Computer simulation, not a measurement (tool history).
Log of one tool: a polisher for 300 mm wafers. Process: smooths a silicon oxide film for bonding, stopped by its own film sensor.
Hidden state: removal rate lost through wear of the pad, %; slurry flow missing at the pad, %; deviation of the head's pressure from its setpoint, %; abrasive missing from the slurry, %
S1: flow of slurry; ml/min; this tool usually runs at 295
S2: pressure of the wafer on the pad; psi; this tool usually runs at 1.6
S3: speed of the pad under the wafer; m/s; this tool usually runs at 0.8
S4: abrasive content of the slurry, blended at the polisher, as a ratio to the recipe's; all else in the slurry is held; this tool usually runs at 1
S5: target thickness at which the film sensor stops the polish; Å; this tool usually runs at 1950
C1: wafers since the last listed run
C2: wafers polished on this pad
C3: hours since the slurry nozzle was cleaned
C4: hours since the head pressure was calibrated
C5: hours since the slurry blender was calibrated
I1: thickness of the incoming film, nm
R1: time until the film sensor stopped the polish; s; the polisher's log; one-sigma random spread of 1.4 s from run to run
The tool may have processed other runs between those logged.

{"run": 1, "hour": 0.0, "S1": 295, "S2": 1.6, "S3": 0.8, "S4": 1, "S5": 1950, "C1": 0, "C2": 666, "C3": 176.2, "C4": 1308.6, "C5": 175.4, "I1": 229.2, "R1": 77.4}
{"run": 2, "hour": 21.3, "S1": 295, "S2": 1.6, "S3": 0.8, "S4": 1, "S5": 1950, "C1": 154, "C2": 820, "C3": 197.5, "C4": 1329.9, "C5": 196.7, "I1": 226.8, "R1": 72.5}
{"run": 3, "hour": 56.2, "S1": 295, "S2": 1.6, "S3": 0.8, "S4": 1, "S5": 1950, "C1": 252, "C2": 1072, "C3": 232.4, "C4": 1364.8, "C5": 231.6, "I1": 230.9, "R1": 79.3}
{"run": 4, "hour": 72.8, "S1": 295, "S2": 1.6, "S3": 0.8, "S4": 1, "S5": 1950, "C1": 120, "C2": 1192, "C3": 249, "C4": 1381.4, "C5": 248.2, "I1": 234.2, "R1": 91.4}
{"hour": 88.5, "done": "worn pad replaced by a new one"}
{"run": 5, "hour": 94.5, "S1": 295, "S2": 1.6, "S3": 0.8, "S4": 1.15, "S5": 1950, "C1": 128, "C2": 43, "C3": 270.7, "C4": 1403.1, "C5": 269.9, "I1": 232.3, "R1": 86}
{"run": 6, "hour": 124.0, "S1": 295, "S2": 1.6, "S3": 0.8, "S4": 1.15, "S5": 1950, "C1": 213, "C2": 256, "C3": 300.2, "C4": 1432.6, "C5": 299.4, "I1": 226.9, "R1": 74}
{"run": 7, "hour": 145.1, "S1": 295, "S2": 1.6, "S3": 0.8, "S4": 1.15, "S5": 1950, "C1": 152, "C2": 409, "C3": 321.3, "C4": 1453.7, "C5": 320.5, "I1": 225.6, "R1": 71.1}
{"run": 8, "hour": 164.5, "S1": 295, "S2": 1.6, "S3": 0.8, "S4": 0.8, "S5": 1950, "C1": 140, "C2": 549, "C3": 340.7, "C4": 1473.1, "C5": 339.9, "I1": 230.5, "R1": 100.8}
{"hour": 169.8, "done": "worn pad replaced by a new one, repeated, since the last time left the tool worse"}
{"run": 9, "hour": 180.8, "S1": 295, "S2": 1.6, "S3": 0.8, "S4": 0.8, "S5": 1950, "C1": 88, "C2": 79, "C3": 357, "C4": 1489.4, "C5": 356.2, "I1": 226.4, "R1": 77.3}
{"hour": 183.3, "done": "slurry nozzle cleaned"}
{"run": 10, "hour": 197.0, "S1": 295, "S2": 1.6, "S3": 0.8, "S4": 1, "S5": 1950, "C1": 109, "C2": 189, "C3": 13.7, "C4": 1505.6, "C5": 372.4, "I1": 230.3, "R1": 79}
{"hour": 220.9, "done": "slurry blender recalibrated"}
{"run": 11, "hour": 230.9, "S1": 295, "S2": 1.1, "S3": 0.8, "S4": 1, "S5": 1950, "C1": 230, "C2": 419, "C3": 47.6, "C4": 1539.5, "C5": 10, "I1": 231.2, "R1": 111.8}
{"hour": 245.9, "done": "head pressure recalibrated"}
{"run": 12, "hour": 251.2, "S1": 205, "S2": 1.6, "S3": 0.8, "S4": 0.85, "S5": 1950, "C1": 132, "C2": 552, "C3": 67.9, "C4": 5.3, "C5": 30.3, "I1": 226.5, "R1": 80.3}
{"run": 13, "hour": 275.7, "S1": 295, "S2": 1.1, "S3": 1.04, "S4": 1.1, "S5": 1900, "C1": 177, "C2": 729, "C3": 92.4, "C4": 29.8, "C5": 54.8, "I1": 230.5, "R1": 98.3}
{"run": 14, "hour": 301.6, "S1": 295, "S2": 1.6, "S3": 0.8, "S4": 1, "S5": 1950, "C1": 187, "C2": 916, "C3": 118.3, "C4": 55.7, "C5": 80.7, "I1": 229.6, "R1": 77.8}
{"run": 15, "hour": 330.8, "S1": 230, "S2": 1.6, "S3": 0.8, "S4": 1, "S5": 1950, "C1": 211, "C2": 1128, "C3": 147.5, "C4": 84.9, "C5": 109.9, "I1": 230.5, "R1": 82.8}
{"hour": 346.0, "done": "worn pad replaced by a new one"}
{"run": 16, "hour": 357.4, "S1": 295, "S2": 1.6, "S3": 0.8, "S4": 1, "S5": 1950, "C1": 163, "C2": 82, "C3": 174.1, "C4": 111.5, "C5": 136.5, "I1": 231.5, "R1": 78.6}
{"run": 17, "hour": 375.2, "S1": 295, "S2": 1.6, "S3": 0.8, "S4": 1, "S5": 1950, "C1": 128, "C2": 211, "C3": 191.9, "C4": 129.3, "C5": 154.3, "I1": 230.8, "R1": 80.2}
{"run": 18, "hour": 390.9, "S1": 265, "S2": 1.6, "S3": 0.8, "S4": 1, "S5": 2060, "C1": 113, "C2": 324, "C3": 207.6, "C4": 145, "C5": 170, "I1": 231.2, "R1": 57}
{"run": 19, "hour": 411.7, "S1": 295, "S2": 1.6, "S3": 0.8, "S4": 1, "S5": 1950, "C1": 150, "C2": 475, "C3": 228.4, "C4": 165.8, "C5": 190.8, "I1": 230.1, "R1": 78.6}
{"run": 20, "hour": 441.8, "S1": 295, "S2": 1.6, "S3": 0.8, "S4": 0.85, "S5": 2050, "C1": 217, "C2": 693, "C3": 258.5, "C4": 195.9, "C5": 220.9, "I1": 229, "R1": 57.8}

What if the next run were any one of these 4? Each begins from the tool's condition after run 20:
{"run": "A", "hour": 442.3, "S1": 295, "S2": 1.6, "S3": 0.7, "S4": 1, "S5": 1950, "C1": 3, "C2": 696, "C3": 259, "C4": 196.4, "C5": 221.4, "I1": 227.4, "R1": "?"}
{"run": "B", "hour": 442.3, "S1": 295, "S2": 1.6, "S3": 0.58, "S4": 1, "S5": 1990, "C1": 3, "C2": 696, "C3": 259, "C4": 196.4, "C5": 221.4, "I1": 227.4, "R1": "?"}
{"run": "C", "hour": 442.3, "S1": 295, "S2": 1.6, "S3": 0.94, "S4": 0.7, "S5": 1950, "C1": 3, "C2": 696, "C3": 259, "C4": 196.4, "C5": 221.4, "I1": 227.4, "R1": "?"}
{"run": "D", "hour": 442.3, "S1": 365, "S2": 2, "S3": 0.94, "S4": 1.15, "S5": 1950, "C1": 3, "C2": 696, "C3": 259, "C4": 196.4, "C5": 221.4, "I1": 227.4, "R1": "?"}

run=A R1=83.4
run=B R1=85
run=C R1=81.6
run=D R1=49.5
The same runs, with their run-to-run variation unchanged, on a tool lacking any hidden condition would have given:
run=A R1=79
run=B R1=80.5
run=C R1=77.2
run=D R1=46.9
